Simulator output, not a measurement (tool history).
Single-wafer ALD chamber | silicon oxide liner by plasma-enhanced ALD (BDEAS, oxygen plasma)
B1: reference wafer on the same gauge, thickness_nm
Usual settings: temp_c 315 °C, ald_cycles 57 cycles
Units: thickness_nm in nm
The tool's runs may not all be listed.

Run 1, hour 0.0: usual settings; B1 6.380. Result: thickness_nm 5.508 nm.
Run 2, hour 10.6: usual settings; B1 6.381. Result: thickness_nm 5.504 nm.
Run 3, hour 22.2: usual settings; B1 6.390. Result: thickness_nm 5.514 nm.
Run 4, hour 31.5: usual settings; B1 6.380. Result: thickness_nm 5.521 nm.
Run 5, hour 39.5: usual settings but ald_cycles 60 cycles; B1 6.377. Result: thickness_nm 5.840 nm.
Run 6, hour 51.5: usual settings but ald_cycles 60 cycles; B1 6.385. Result: thickness_nm 5.793 nm.
Run 7, hour 60.4: usual settings but ald_cycles 60 cycles; B1 6.379. Result: thickness_nm 5.848 nm.
Run 8, hour 75.4: usual settings but ald_cycles 64 cycles; B1 6.379. Result: thickness_nm 6.197 nm.
Run 9, hour 88.0: usual settings but ald_cycles 54 cycles; B1 6.379. Result: thickness_nm 5.221 nm.
Run 10, hour 100.0: usual settings but ald_cycles 54 cycles; B1 6.379. Result: thickness_nm 5.223 nm.
Run 11, hour 111.4: usual settings but temp_c 321 °C; B1 6.381. Result: thickness_nm 5.486 nm.
Run 12, hour 125.7: usual settings but temp_c 321 °C; B1 6.382. Result: thickness_nm 5.473 nm.
Run 13, hour 134.2: usual settings; B1 6.387. Result: thickness_nm 5.533 nm.
Run 14, hour 142.7: usual settings but ald_cycles 62 cycles; B1 6.388. Result: thickness_nm 5.996 nm.
Run 15, hour 152.8: usual settings but ald_cycles 62 cycles; B1 6.385. Result: thickness_nm 6.043 nm.
At hour 155.9: gauge calibrated.
Run 16, hour 165.3: usual settings but ald_cycles 62 cycles; B1 6.260. Result: thickness_nm 5.877 nm.
Run 17, hour 212.4: usual settings but temp_c 322 °C; B1 6.289. Result: thickness_nm 5.386 nm.
Run 18, hour 225.1: usual settings but temp_c 322 °C; B1 6.292. Result: thickness_nm 5.402 nm.
Run 19, hour 234.1: usual settings but ald_cycles 50 cycles; B1 6.292. Result: thickness_nm 4.788 nm.
Run 20, hour 243.2: usual settings but ald_cycles 50 cycles; B1 6.301. Result: thickness_nm 4.791 nm.
Run 21, hour 250.5: usual settings but ald_cycles 63 cycles; B1 6.304. Result: thickness_nm 6.026 nm.
At hour 261.7: thermocouple changed; heater temperature recalibrated.
Run 22, hour 263.5: usual settings but ald_cycles 62 cycles; B1 6.309. Result: thickness_nm 5.970 nm.
Run 23, hour 274.1: usual settings but temp_c 322 °C, ald_cycles 66 cycles; B1 6.322. Result: thickness_nm 6.273 nm.
Run 24, hour 290.1: usual settings; B1 6.319. Result: thickness_nm 5.492 nm.
Run 25, hour 299.8: usual settings but temp_c 325 °C, ald_cycles 65 cycles; B1 6.322. Result: thickness_nm 6.161 nm.
Run 26, hour 308.0: usual settings but ald_cycles 53 cycles; B1 6.332. Result: thickness_nm 5.088 nm.
Run 27, hour 319.8: usual settings but temp_c 308 °C, ald_cycles 61 cycles; B1 6.336. Result: thickness_nm 5.912 nm.
Run 28, hour 334.4: usual settings but temp_c 307 °C, ald_cycles 66 cycles; B1 6.328. Result: thickness_nm 6.404 nm.
Run 29, hour 340.4: usual settings; B1 6.331. Result: thickness_nm 5.470 nm.
Run 30, hour 352.4: usual settings but temp_c 322 °C, ald_cycles 61 cycles; B1 6.336. Result: thickness_nm 5.825 nm.
Run 31, hour 365.7: usual settings but temp_c 330 °C, ald_cycles 67 cycles; B1 6.341. Result: thickness_nm 6.306 nm.
Run 32, hour 381.2: usual settings; B1 6.345. Result: thickness_nm 5.470 nm.
Run 33, hour 396.7: usual settings but temp_c 306 °C, ald_cycles 61 cycles; B1 6.347. Result: thickness_nm 5.948 nm.
Run 34, hour 414.4: usual settings but temp_c 322 °C, ald_cycles 47 cycles; B1 6.349. Result: thickness_nm 4.475 nm.
Run 35, hour 424.5: usual settings; B1 6.345. Result: thickness_nm 5.504 nm.
Run 36, hour 440.4: usual settings; B1 6.351. Result: thickness_nm 5.483 nm.
Run 37, hour 455.5: usual settings but temp_c 308 °C, ald_cycles 61 cycles; B1 6.355. Result: thickness_nm 5.951 nm.
Run 38, hour 462.6: usual settings but temp_c 329 °C, ald_cycles 66 cycles; B1 6.352. Result: thickness_nm 6.250 nm.
Run 39, hour 479.6: usual settings but temp_c 306 °C, ald_cycles 47 cycles; B1 6.354. Result: thickness_nm 4.595 nm.
Run 40, hour 489.0: usual settings; B1 6.352. Result: thickness_nm 5.484 nm.
Run 41, hour 495.9: usual settings but temp_c 328 °C; B1 6.357. Result: thickness_nm 5.403 nm.
Run 42, hour 505.9: usual settings but temp_c 323 °C; B1 6.357. Result: thickness_nm 5.439 nm.

4 ways to go on from here, each from the tool as it stands after run 42. What would each give?
Run A, hour 506.4: usual settings; B1 ?. Result: thickness_nm ?.
Run B, hour 506.4: usual settings but temp_c 309 °C; B1 ?. Result: thickness_nm ?.
Run C, hour 506.4: usual settings but temp_c 306 °C, ald_cycles 48 cycles; B1 ?. Result: thickness_nm ?.
Run D, hour 506.4: usual settings but temp_c 310 °C, ald_cycles 47 cycles; B1 ?. Result: thickness_nm ?.

run     B1  thickness_nm
  A  6.359         5.512
  B  6.359         5.554
  C  6.359         4.694
  D  6.359         4.574
Without the tool's hidden state the same runs would have given:
run  thickness_nm
  A         5.435
  B         5.476
  C         4.629
  D         4.510
